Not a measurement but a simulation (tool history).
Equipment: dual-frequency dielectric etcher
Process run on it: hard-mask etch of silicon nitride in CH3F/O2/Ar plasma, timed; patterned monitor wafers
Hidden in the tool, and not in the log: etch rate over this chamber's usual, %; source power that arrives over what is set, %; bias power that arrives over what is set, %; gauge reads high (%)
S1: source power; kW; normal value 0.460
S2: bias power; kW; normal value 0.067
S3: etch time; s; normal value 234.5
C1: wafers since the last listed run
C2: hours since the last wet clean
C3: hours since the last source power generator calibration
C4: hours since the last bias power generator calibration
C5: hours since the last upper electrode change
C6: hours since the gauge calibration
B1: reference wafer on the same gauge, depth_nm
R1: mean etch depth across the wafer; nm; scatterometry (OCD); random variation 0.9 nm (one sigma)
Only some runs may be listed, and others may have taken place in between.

run,hour,S1,S2,S3,C1,C2,C3,C4,C5,C6,B1,R1
1,0.0,0.460,0.067,234.5,0,60.1,1114.0,1594.8,62.7,569.9,168.0,165.4
2,319.3,0.460,0.067,234.5,1962,379.4,1433.3,1914.1,382.0,889.2,167.8,165.0
# hour 374.7: wet clean of the chamber
3,375.7,0.460,0.067,234.5,199,1.0,1489.7,1970.5,438.4,945.6,168.2,166.6
4,453.5,0.460,0.067,234.5,478,78.8,1567.5,2048.3,516.2,1023.4,168.0,164.8
5,524.8,0.460,0.067,234.5,438,150.1,1638.8,2119.6,587.5,1094.7,168.1,166.4
6,603.8,0.460,0.067,234.5,485,229.1,1717.8,2198.6,666.5,1173.7,167.7,165.4
7,694.9,0.460,0.067,234.5,559,320.2,1808.9,2289.7,757.6,1264.8,167.8,164.3
8,760.9,0.460,0.067,234.5,405,386.2,1874.9,2355.7,823.6,1330.8,168.0,165.2
9,850.6,0.460,0.067,234.5,551,475.9,1964.6,2445.4,913.3,1420.5,168.0,166.3
# hour 901.1: source power generator calibrated
# hour 923.8: wet clean of the chamber
10,924.3,0.460,0.067,255.5,288,0.5,23.2,2519.1,987.0,1494.2,168.0,179.0
11,957.5,0.460,0.067,255.5,204,33.7,56.4,2552.3,1020.2,1527.4,167.8,180.1
12,1005.4,0.460,0.067,234.5,294,81.6,104.3,2600.2,1068.1,1575.3,167.9,166.4
# hour 1055.8: bias power generator calibrated
13,1092.6,0.460,0.067,234.5,511,168.8,191.5,36.8,1155.3,1662.5,167.9,165.6
14,1170.5,0.460,0.067,234.5,478,246.7,269.4,114.7,1233.2,1740.4,167.9,165.8
15,1249.0,0.460,0.078,256.5,482,325.2,347.9,193.2,1311.7,1818.9,167.9,195.1
16,1293.6,0.460,0.067,234.5,274,369.8,392.5,237.8,1356.3,1863.5,167.8,165.6
# hour 1346.1: gauge calibrated
# hour 1385.6: wet clean of the chamber
17,1553.0,0.460,0.061,277.5,1446,167.4,651.9,497.2,1615.7,206.9,168.0,186.2
18,1632.6,0.420,0.062,234.5,489,247.0,731.5,576.8,1695.3,286.5,167.8,152.0
19,1735.7,0.550,0.078,215.5,633,350.1,834.6,679.9,1798.4,389.6,168.1,177.2
20,1821.8,0.460,0.052,234.5,529,436.2,920.7,766.0,1884.5,475.7,167.9,142.9
# hour 1872.2: wet clean of the chamber
21,1872.7,0.460,0.067,234.5,165,0.5,971.6,816.9,1935.4,526.6,168.1,166.9
# hour 1956.3: upper electrode replaced
22,1956.8,0.490,0.052,234.5,369,84.6,1055.7,901.0,0.5,610.7,167.8,147.3
23,2006.1,0.460,0.067,255.5,302,133.9,1105.0,950.3,49.8,660.0,168.1,182.3
24,2110.5,0.460,0.057,279.5,641,238.3,1209.4,1054.7,154.2,764.4,168.1,182.7
25,2154.1,0.460,0.067,234.5,267,281.9,1253.0,1098.3,197.8,808.0,168.1,166.6
26,2368.4,0.460,0.051,234.5,1316,496.2,1467.3,1312.6,412.1,1022.3,168.2,142.5
# hour 2396.8: wet clean of the chamber
27,2453.9,0.460,0.067,186.0,377,57.1,1552.8,1398.1,497.6,1107.8,168.2,133.1
28,2529.2,0.540,0.077,179.0,462,132.4,1628.1,1473.4,572.9,1183.1,167.9,143.7

What if the next run were any one of these 3? Each begins from the tool's condition after run 28:
A,2529.7,0.460,0.067,234.5,3,132.9,1628.6,1473.9,573.4,1183.6,?,?
B,2529.7,0.380,0.050,302.5,3,132.9,1628.6,1473.9,573.4,1183.6,?,?
C,2529.7,0.560,0.067,234.5,3,132.9,1628.6,1473.9,573.4,1183.6,?,?

run,B1,R1
A,168.4,164.3
B,168.4,164.9
C,168.4,178.9
Take away the tool's hidden state, keep each run's random variation, and the runs would have read:
run,R1
A,164.3
B,164.9
C,178.9

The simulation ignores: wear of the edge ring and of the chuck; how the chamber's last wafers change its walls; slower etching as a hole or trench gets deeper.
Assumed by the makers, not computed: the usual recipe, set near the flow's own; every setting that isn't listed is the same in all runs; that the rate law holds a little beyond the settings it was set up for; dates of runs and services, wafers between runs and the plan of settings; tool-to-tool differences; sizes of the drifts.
